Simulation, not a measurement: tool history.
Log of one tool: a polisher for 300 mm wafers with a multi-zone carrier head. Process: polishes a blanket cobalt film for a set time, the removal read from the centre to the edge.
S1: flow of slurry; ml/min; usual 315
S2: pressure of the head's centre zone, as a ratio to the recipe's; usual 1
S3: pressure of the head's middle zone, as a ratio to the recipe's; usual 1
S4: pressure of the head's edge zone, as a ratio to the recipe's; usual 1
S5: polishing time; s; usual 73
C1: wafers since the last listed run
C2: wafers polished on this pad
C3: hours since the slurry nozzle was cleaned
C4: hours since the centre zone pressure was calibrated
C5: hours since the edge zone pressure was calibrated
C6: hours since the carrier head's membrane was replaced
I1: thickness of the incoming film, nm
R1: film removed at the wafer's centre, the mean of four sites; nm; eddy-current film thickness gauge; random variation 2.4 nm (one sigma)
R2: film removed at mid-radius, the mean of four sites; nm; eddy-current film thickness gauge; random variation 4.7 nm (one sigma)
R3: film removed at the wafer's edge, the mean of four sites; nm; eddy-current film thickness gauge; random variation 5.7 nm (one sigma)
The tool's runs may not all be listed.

{"run": 1, "hour": 0.0, "S1": 315, "S2": 1, "S3": 1, "S4": 1, "S5": 73, "C1": 0, "C2": 2660, "C3": 254, "C4": 282.6, "C5": 587.8, "C6": 591.4, "I1": 1566.4, "R1": 384.6, "R2": 375.9, "R3": 393.2}
{"run": 2, "hour": 45.8, "S1": 315, "S2": 1, "S3": 1, "S4": 0.94, "S5": 73, "C1": 614, "C2": 3275, "C3": 299.8, "C4": 328.4, "C5": 633.6, "C6": 637.2, "I1": 1552.2, "R1": 382.3, "R2": 373.5, "R3": 374.9}
{"run": 3, "hour": 150.7, "S1": 315, "S2": 0.91, "S3": 1, "S4": 1, "S5": 73, "C1": 1407, "C2": 4683, "C3": 404.7, "C4": 433.3, "C5": 738.5, "C6": 742.1, "I1": 1536.2, "R1": 351.2, "R2": 373.4, "R3": 376}
{"hour": 186.1, "done": "centre zone pressure recalibrated"}
{"run": 4, "hour": 205.2, "S1": 315, "S2": 0.9, "S3": 1, "S4": 1, "S5": 51, "C1": 704, "C2": 5387, "C3": 459.2, "C4": 19.1, "C5": 793, "C6": 796.6, "I1": 1539.7, "R1": 246.1, "R2": 263.2, "R3": 259.1}
{"hour": 233.2, "done": "slurry nozzle cleaned"}
{"run": 5, "hour": 266.1, "S1": 315, "S2": 1, "S3": 1.06, "S4": 1, "S5": 73, "C1": 803, "C2": 6191, "C3": 32.9, "C4": 80, "C5": 853.9, "C6": 857.5, "I1": 1527.8, "R1": 379.4, "R2": 391.2, "R3": 372}
{"hour": 294.5, "done": "worn pad replaced by a new one"}
{"run": 6, "hour": 351.1, "S1": 315, "S2": 1, "S3": 1, "S4": 0.92, "S5": 57, "C1": 1087, "C2": 759, "C3": 117.9, "C4": 165, "C5": 938.9, "C6": 942.5, "I1": 1523.7, "R1": 303.9, "R2": 295.5, "R3": 297.3}
{"run": 7, "hour": 449.7, "S1": 315, "S2": 1, "S3": 1, "S4": 1, "S5": 73, "C1": 1323, "C2": 2082, "C3": 216.5, "C4": 263.6, "C5": 1037.5, "C6": 1041.1, "I1": 1532, "R1": 387.9, "R2": 379.2, "R3": 378.2}
{"run": 8, "hour": 540.3, "S1": 315, "S2": 1, "S3": 0.9, "S4": 1.06, "S5": 73, "C1": 1215, "C2": 3298, "C3": 307.1, "C4": 354.2, "C5": 1128.1, "C6": 1131.7, "I1": 1543.2, "R1": 387.8, "R2": 362.4, "R3": 390.5}
{"run": 9, "hour": 599.9, "S1": 375, "S2": 1, "S3": 1, "S4": 1, "S5": 65, "C1": 799, "C2": 4098, "C3": 366.7, "C4": 413.8, "C5": 1187.7, "C6": 1191.3, "I1": 1526.4, "R1": 347.8, "R2": 343.9, "R3": 341.9}
{"hour": 650.0, "done": "edge zone pressure recalibrated"}
{"run": 10, "hour": 650.5, "S1": 390, "S2": 1, "S3": 0.93, "S4": 1, "S5": 87, "C1": 652, "C2": 4750, "C3": 417.3, "C4": 464.4, "C5": 0.5, "C6": 1241.9, "I1": 1524, "R1": 461.4, "R2": 435.4, "R3": 453.8}
{"hour": 660.5, "done": "carrier head's membrane replaced by a new one"}
{"run": 11, "hour": 702.0, "S1": 315, "S2": 1, "S3": 1, "S4": 1, "S5": 73, "C1": 624, "C2": 5374, "C3": 468.8, "C4": 515.9, "C5": 52, "C6": 41.5, "I1": 1524.2, "R1": 378.7, "R2": 364.8, "R3": 372.6}
{"hour": 734.9, "done": "centre zone pressure recalibrated"}
{"hour": 761.0, "done": "worn pad replaced by a new one"}
{"run": 12, "hour": 764.1, "S1": 315, "S2": 1, "S3": 1, "S4": 1, "S5": 73, "C1": 752, "C2": 41, "C3": 530.9, "C4": 29.2, "C5": 114.1, "C6": 103.6, "I1": 1530.6, "R1": 389.7, "R2": 388.9, "R3": 379}
{"hour": 783.4, "done": "slurry nozzle cleaned"}
{"run": 13, "hour": 824.2, "S1": 315, "S2": 1.09, "S3": 1.05, "S4": 1, "S5": 60, "C1": 793, "C2": 834, "C3": 40.8, "C4": 89.3, "C5": 174.2, "C6": 163.7, "I1": 1552.6, "R1": 344.7, "R2": 322.3, "R3": 323.3}
{"run": 14, "hour": 875.7, "S1": 315, "S2": 1, "S3": 1, "S4": 1, "S5": 73, "C1": 691, "C2": 1526, "C3": 92.3, "C4": 140.8, "C5": 225.7, "C6": 215.2, "I1": 1551.5, "R1": 386.4, "R2": 382.6, "R3": 386.3}
{"run": 15, "hour": 983.7, "S1": 315, "S2": 1, "S3": 1, "S4": 1.05, "S5": 73, "C1": 1449, "C2": 2975, "C3": 200.3, "C4": 248.8, "C5": 333.7, "C6": 323.2, "I1": 1514.7, "R1": 384.9, "R2": 377.7, "R3": 383.3}
{"run": 16, "hour": 1028.7, "S1": 250, "S2": 1, "S3": 1.12, "S4": 1, "S5": 73, "C1": 603, "C2": 3579, "C3": 245.3, "C4": 293.8, "C5": 378.7, "C6": 368.2, "I1": 1566.6, "R1": 370.6, "R2": 395.7, "R3": 377.7}
{"run": 17, "hour": 1100.5, "S1": 315, "S2": 1, "S3": 1, "S4": 1, "S5": 73, "C1": 963, "C2": 4542, "C3": 317.1, "C4": 365.6, "C5": 450.5, "C6": 440, "I1": 1535.4, "R1": 382.9, "R2": 379, "R3": 368.6}
{"run": 18, "hour": 1152.5, "S1": 315, "S2": 1.03, "S3": 1.11, "S4": 0.93, "S5": 73, "C1": 697, "C2": 5240, "C3": 369.1, "C4": 417.6, "C5": 502.5, "C6": 492, "I1": 1540.5, "R1": 388.4, "R2": 391.8, "R3": 361.5}
{"run": 19, "hour": 1198.7, "S1": 315, "S2": 1, "S3": 1, "S4": 1.1, "S5": 98, "C1": 620, "C2": 5860, "C3": 415.3, "C4": 463.8, "C5": 548.7, "C6": 538.2, "I1": 1539.4, "R1": 503.7, "R2": 505.6, "R3": 519.9}
{"run": 20, "hour": 1236.2, "S1": 345, "S2": 0.94, "S3": 1.05, "S4": 1, "S5": 58, "C1": 503, "C2": 6364, "C3": 452.8, "C4": 501.3, "C5": 586.2, "C6": 575.7, "I1": 1525.9, "R1": 287.8, "R2": 311.1, "R3": 292}
{"hour": 1302.2, "done": "worn pad replaced by a new one"}
{"run": 21, "hour": 1314.3, "S1": 315, "S2": 1.12, "S3": 1, "S4": 1, "S5": 73, "C1": 994, "C2": 162, "C3": 530.9, "C4": 579.4, "C5": 664.3, "C6": 653.8, "I1": 1556.4, "R1": 432, "R2": 382.4, "R3": 391.9}
{"hour": 1325.7, "done": "centre zone pressure recalibrated"}
{"hour": 1328.8, "done": "slurry nozzle cleaned"}
{"run": 22, "hour": 1411.9, "S1": 315, "S2": 1, "S3": 1, "S4": 1, "S5": 73, "C1": 1269, "C2": 1432, "C3": 83.1, "C4": 86.2, "C5": 761.9, "C6": 751.4, "I1": 1538.6, "R1": 393.2, "R2": 391.1, "R3": 387.2}

How the hidden state differs across the entries between the runs, from the last listed run before each to the first after it:
Between runs 3 and 4: centre zone pressure recalibrated (hour 186.1)
  removal rate lost through wear of the pad, %: 2.45 -> 2.83
  measured less the result without the state, R1: -8.8 -> -7.2 nm; R2: -9.4 -> -7.7 nm; R3: -9.4 -> -7.5 nm
Between runs 4 and 5: slurry nozzle cleaned (hour 233.2)
  removal rate lost through wear of the pad, %: 2.83 -> 3.25
  measured less the result without the state, R1: -7.2 -> -12.7 nm; R2: -7.7 -> -13.1 nm; R3: -7.5 -> -12.5 nm
Between runs 5 and 6: worn pad replaced by a new one (hour 294.5)
  removal rate lost through wear of the pad, %: 3.25 -> 0.635
  measured less the result without the state, R1: -12.7 -> -1.9 nm; R2: -13.1 -> -1.9 nm; R3: -12.5 -> -1.9 nm
Between runs 9 and 10: edge zone pressure recalibrated (hour 650)
  removal rate lost through wear of the pad, %: 2.35 -> 2.7
  measured less the result without the state, R1: -8.4 -> -12.8 nm; R2: -8.2 -> -12.1 nm; R3: -8.3 -> -12.5 nm
Between runs 10 and 11: carrier head's membrane replaced by a new one (hour 660.5)
  removal rate lost through wear of the pad, %: 2.7 -> 3.05
  measured less the result without the state, R1: -12.8 -> -11.9 nm; R2: -12.1 -> -11.5 nm; R3: -12.5 -> -11.8 nm
Between runs 11 and 12: centre zone pressure recalibrated (hour 734.9); worn pad replaced by a new one (hour 761)
  removal rate lost through wear of the pad, %: 3.05 -> 0.574
  measured less the result without the state, R1: -11.9 -> -2.2 nm; R2: -11.5 -> -2.3 nm; R3: -11.8 -> -2.2 nm
Between runs 12 and 13: slurry nozzle cleaned (hour 783.4)
  removal rate lost through wear of the pad, %: 0.574 -> 0.988
  measured less the result without the state, R1: -2.2 -> -3.5 nm; R2: -2.3 -> -3.2 nm; R3: -2.2 -> -3.2 nm
Between runs 20 and 21: worn pad replaced by a new one (hour 1302.2)
  removal rate lost through wear of the pad, %: 3.83 -> 0.342
  measured less the result without the state, R1: -11.5 -> -1.5 nm; R2: -12.4 -> -1.3 nm; R3: -11.7 -> -1.4 nm
Between runs 21 and 22: centre zone pressure recalibrated (hour 1325.7); slurry nozzle cleaned (hour 1328.8)
  removal rate lost through wear of the pad, %: 0.342 -> 1.02
  measured less the result without the state, R1: -1.5 -> -4 nm; R2: -1.3 -> -4 nm; R3: -1.4 -> -3.9 nm

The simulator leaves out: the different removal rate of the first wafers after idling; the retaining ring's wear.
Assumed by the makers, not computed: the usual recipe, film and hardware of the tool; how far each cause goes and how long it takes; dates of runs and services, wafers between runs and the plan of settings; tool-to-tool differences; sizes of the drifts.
